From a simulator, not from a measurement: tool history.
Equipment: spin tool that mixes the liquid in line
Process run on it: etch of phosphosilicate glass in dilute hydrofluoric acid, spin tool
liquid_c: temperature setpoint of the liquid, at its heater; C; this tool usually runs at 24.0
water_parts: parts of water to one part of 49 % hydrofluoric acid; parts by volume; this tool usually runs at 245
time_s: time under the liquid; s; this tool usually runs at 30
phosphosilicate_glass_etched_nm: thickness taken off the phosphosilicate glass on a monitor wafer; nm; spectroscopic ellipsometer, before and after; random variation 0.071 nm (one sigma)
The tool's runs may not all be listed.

| run | hour | liquid_c | water_parts | time_s | read-back film thickness of the phosphosilicate glass reference wafer, read on the same gauge (nm) | phosphosilicate_glass_etched_nm |
|---|---|---|---|---|---|---|
| 1 | 0.0 | 20.5 | 245 | 30 | 109.99 | 9.48 |
| 2 | 17.4 | 21.5 | 245 | 30 | 110.01 | 9.80 |
| 3 | 28.3 | 24.0 | 245 | 30 | 109.99 | 10.67 |
| 4 | 42.2 | 24.0 | 245 | 30 | 110.00 | 10.78 |
| 5 | 86.1 | 24.0 | 245 | 30 | 110.01 | 10.77 |
| 6 | 103.5 | 24.0 | 245 | 30 | 110.02 | 9.40 |
| 7 | 112.1 | 24.0 | 165 | 30 | 110.02 | 15.16 |
| 8 | 129.7 | 24.0 | 165 | 30 | 110.00 | 15.15 |
| 9 | 141.9 | 24.0 | 165 | 30 | 110.01 | 15.34 |
| 10 | 158.1 | 27.5 | 245 | 30 | 109.99 | 10.77 |
| 11 | 171.5 | 27.5 | 245 | 30 | 109.97 | 10.72 |
| 12 | 183.2 | 24.0 | 245 | 40 | 110.00 | 12.66 |
| 13 | 231.5 | 22.5 | 245 | 30 | 110.01 | 9.15 |
| 14 | 245.2 | 24.0 | 285 | 15 | 110.01 | 3.95 |
| 15 | 263.1 | 20.5 | 290 | 30 | 109.99 | 6.86 |
| 16 | 280.6 | 27.5 | 245 | 25 | 110.02 | 9.04 |
| 17 | 291.4 | 28.0 | 365 | 20 | 110.01 | 4.35 |
| 18 | 302.1 | 24.0 | 320 | 20 | 110.02 | 4.60 |
| 19 | 308.2 | 24.0 | 245 | 30 | 109.97 | 9.74 |
| 20 | 318.7 | 26.5 | 305 | 40 | 110.01 | 10.62 |
| 21 | 332.4 | 26.5 | 320 | 30 | 109.99 | 7.53 |
| 22 | 348.8 | 21.0 | 280 | 15 | 110.01 | 3.70 |
| 23 | 364.6 | 27.5 | 180 | 45 | 110.00 | 24.01 |
| 24 | 375.6 | 21.0 | 280 | 15 | 110.01 | 3.69 |
| 25 | 424.7 | 24.0 | 205 | 40 | 109.99 | 16.15 |
| 26 | 442.3 | 24.0 | 245 | 30 | 110.00 | 9.83 |
| 27 | 449.0 | 24.0 | 300 | 30 | 110.02 | 7.50 |
| 28 | 459.1 | 24.0 | 165 | 15 | 109.99 | 7.97 |
| 29 | 474.7 | 24.0 | 345 | 30 | 110.02 | 6.36 |
| 30 | 491.6 | 20.0 | 200 | 40 | 110.00 | 14.45 |
| 31 | 500.3 | 22.0 | 155 | 30 | 110.00 | 15.81 |
| 32 | 516.0 | 21.5 | 195 | 35 | 110.00 | 13.82 |
| 33 | 530.0 | 27.5 | 245 | 15 | 110.01 | 5.59 |

The log once held 3 entries between its listed runs, left out of this copy. Where does each go, and what is different about the tool's unlogged condition between the listed run before it and the listed run after it?
Run 4 -> run 5: thermometer replaced (hour 84.7)
  hydrofluoric acid flow above the setpoint (%): 13.1 -> 13.6
  difference, measured minus the result without the unlogged condition, phosphosilicate_glass_etched_nm: +1.52 -> +1.57 nm
Run 5 -> run 6: hydrofluoric acid flow meter replaced (hour 92.6)
  hydrofluoric acid flow above the setpoint (%): 13.6 -> 1.58
  difference, measured minus the result without the unlogged condition, phosphosilicate_glass_etched_nm: +1.57 -> +0.18 nm
Run 10 -> run 11: gauge calibrated (hour 166.0)
  hydrofluoric acid flow above the setpoint (%): 2.23 -> 2.39
  difference, measured minus the result without the unlogged condition, phosphosilicate_glass_etched_nm: +0.29 -> +0.32 nm
